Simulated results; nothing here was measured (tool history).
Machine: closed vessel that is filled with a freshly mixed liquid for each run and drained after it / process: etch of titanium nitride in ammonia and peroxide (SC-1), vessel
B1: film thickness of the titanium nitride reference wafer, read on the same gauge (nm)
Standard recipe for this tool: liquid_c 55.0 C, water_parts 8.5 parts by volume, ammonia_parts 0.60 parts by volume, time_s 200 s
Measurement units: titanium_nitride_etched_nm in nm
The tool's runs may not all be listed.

{"run": 1, "hour": 0.0, "liquid_c": 55.0, "water_parts": 11.0, "ammonia_parts": 0.6, "time_s": 200, "B1": 139.99, "titanium_nitride_etched_nm": 12.92}
{"hour": 16.6, "done": "new drum of ammonia solution connected"}
{"run": 2, "hour": 40.7, "liquid_c": 55.0, "water_parts": 11.0, "ammonia_parts": 0.6, "time_s": 200, "B1": 140.0, "titanium_nitride_etched_nm": 12.86}
{"run": 3, "hour": 131.7, "liquid_c": 55.0, "water_parts": 8.5, "ammonia_parts": 0.6, "time_s": 200, "B1": 139.99, "titanium_nitride_etched_nm": 14.55}
{"run": 4, "hour": 222.2, "liquid_c": 55.0, "water_parts": 8.5, "ammonia_parts": 0.6, "time_s": 200, "B1": 140.01, "titanium_nitride_etched_nm": 14.41}
{"run": 5, "hour": 268.5, "liquid_c": 55.0, "water_parts": 8.5, "ammonia_parts": 0.6, "time_s": 200, "B1": 139.99, "titanium_nitride_etched_nm": 14.67}
{"run": 6, "hour": 353.3, "liquid_c": 55.0, "water_parts": 8.5, "ammonia_parts": 0.6, "time_s": 200, "B1": 140.03, "titanium_nitride_etched_nm": 14.48}
{"run": 7, "hour": 440.5, "liquid_c": 55.0, "water_parts": 8.5, "ammonia_parts": 0.6, "time_s": 200, "B1": 139.99, "titanium_nitride_etched_nm": 14.5}
{"hour": 445.9, "done": "new drum of ammonia solution connected"}
{"run": 8, "hour": 532.8, "liquid_c": 55.0, "water_parts": 8.5, "ammonia_parts": 0.6, "time_s": 200, "B1": 140.01, "titanium_nitride_etched_nm": 14.54}
{"run": 9, "hour": 620.3, "liquid_c": 55.0, "water_parts": 8.5, "ammonia_parts": 0.6, "time_s": 200, "B1": 139.98, "titanium_nitride_etched_nm": 14.36}
{"run": 10, "hour": 670.5, "liquid_c": 55.0, "water_parts": 8.5, "ammonia_parts": 0.6, "time_s": 200, "B1": 140.01, "titanium_nitride_etched_nm": 14.35}
{"run": 11, "hour": 724.6, "liquid_c": 55.0, "water_parts": 8.5, "ammonia_parts": 0.5, "time_s": 200, "B1": 140.02, "titanium_nitride_etched_nm": 13.97}
{"hour": 818.2, "done": "new drum of ammonia solution connected"}
{"hour": 906.0, "done": "ammonia flow meter replaced"}
{"hour": 908.5, "done": "thermometer replaced"}
{"run": 12, "hour": 1033.0, "liquid_c": 55.0, "water_parts": 8.5, "ammonia_parts": 0.6, "time_s": 200, "B1": 140.0, "titanium_nitride_etched_nm": 14.79}
{"hour": 1178.4, "done": "gauge calibrated"}
{"hour": 1201.1, "done": "new drum of ammonia solution connected"}
{"run": 13, "hour": 1325.5, "liquid_c": 55.0, "water_parts": 8.5, "ammonia_parts": 0.6, "time_s": 200, "B1": 140.01, "titanium_nitride_etched_nm": 14.8}
{"run": 14, "hour": 1409.5, "liquid_c": 55.0, "water_parts": 8.5, "ammonia_parts": 0.6, "time_s": 280, "B1": 140.0, "titanium_nitride_etched_nm": 20.54}
{"run": 15, "hour": 1494.0, "liquid_c": 55.0, "water_parts": 8.5, "ammonia_parts": 0.6, "time_s": 200, "B1": 139.99, "titanium_nitride_etched_nm": 14.67}
{"run": 16, "hour": 1578.9, "liquid_c": 55.0, "water_parts": 8.5, "ammonia_parts": 0.4, "time_s": 285, "B1": 140.0, "titanium_nitride_etched_nm": 19.43}
{"hour": 1665.5, "done": "new drum of ammonia solution connected"}
{"run": 17, "hour": 1685.2, "liquid_c": 55.0, "water_parts": 5.0, "ammonia_parts": 0.6, "time_s": 200, "B1": 140.02, "titanium_nitride_etched_nm": 18.96}
{"run": 18, "hour": 1774.4, "liquid_c": 55.0, "water_parts": 8.5, "ammonia_parts": 0.6, "time_s": 200, "B1": 140.0, "titanium_nitride_etched_nm": 14.61}
{"run": 19, "hour": 1852.7, "liquid_c": 45.5, "water_parts": 8.5, "ammonia_parts": 0.6, "time_s": 200, "B1": 139.99, "titanium_nitride_etched_nm": 7.47}
{"run": 20, "hour": 1905.9, "liquid_c": 50.0, "water_parts": 8.5, "ammonia_parts": 0.9, "time_s": 200, "B1": 139.98, "titanium_nitride_etched_nm": 10.98}
{"run": 21, "hour": 1979.5, "liquid_c": 55.0, "water_parts": 8.5, "ammonia_parts": 0.6, "time_s": 290, "B1": 139.98, "titanium_nitride_etched_nm": 20.89}
{"run": 22, "hour": 2057.6, "liquid_c": 64.5, "water_parts": 8.5, "ammonia_parts": 0.6, "time_s": 200, "B1": 139.99, "titanium_nitride_etched_nm": 27.08}
{"hour": 2113.1, "done": "new drum of ammonia solution connected"}
{"run": 23, "hour": 2118.1, "liquid_c": 55.0, "water_parts": 8.5, "ammonia_parts": 0.7, "time_s": 200, "B1": 139.99, "titanium_nitride_etched_nm": 14.52}

Predict each of these 5 candidate next runs independently; none follows another, all start after run 23:
{"run": "A", "hour": 2118.8, "liquid_c": 55.0, "water_parts": 8.5, "ammonia_parts": 0.6, "time_s": 200, "B1": "?", "titanium_nitride_etched_nm": "?"}
{"run": "B", "hour": 2118.8, "liquid_c": 55.0, "water_parts": 12.0, "ammonia_parts": 0.75, "time_s": 200, "B1": "?", "titanium_nitride_etched_nm": "?"}
{"run": "C", "hour": 2118.8, "liquid_c": 58.5, "water_parts": 8.5, "ammonia_parts": 0.9, "time_s": 85, "B1": "?", "titanium_nitride_etched_nm": "?"}
{"run": "D", "hour": 2118.8, "liquid_c": 50.5, "water_parts": 8.5, "ammonia_parts": 0.6, "time_s": 105, "B1": "?", "titanium_nitride_etched_nm": "?"}
{"run": "E", "hour": 2118.8, "liquid_c": 55.0, "water_parts": 10.5, "ammonia_parts": 0.6, "time_s": 200, "B1": "?", "titanium_nitride_etched_nm": "?"}

run=A B1=140.00 titanium_nitride_etched_nm=14.32
run=B B1=140.00 titanium_nitride_etched_nm=12.44
run=C B1=140.00 titanium_nitride_etched_nm=8.20
run=D B1=140.00 titanium_nitride_etched_nm=5.52
run=E B1=140.00 titanium_nitride_etched_nm=12.85
What these runs would have given with no unlogged condition in the tool:
run=A titanium_nitride_etched_nm=14.86
run=B titanium_nitride_etched_nm=12.92
run=C titanium_nitride_etched_nm=8.51
run=D titanium_nitride_etched_nm=5.73
run=E titanium_nitride_etched_nm=13.34
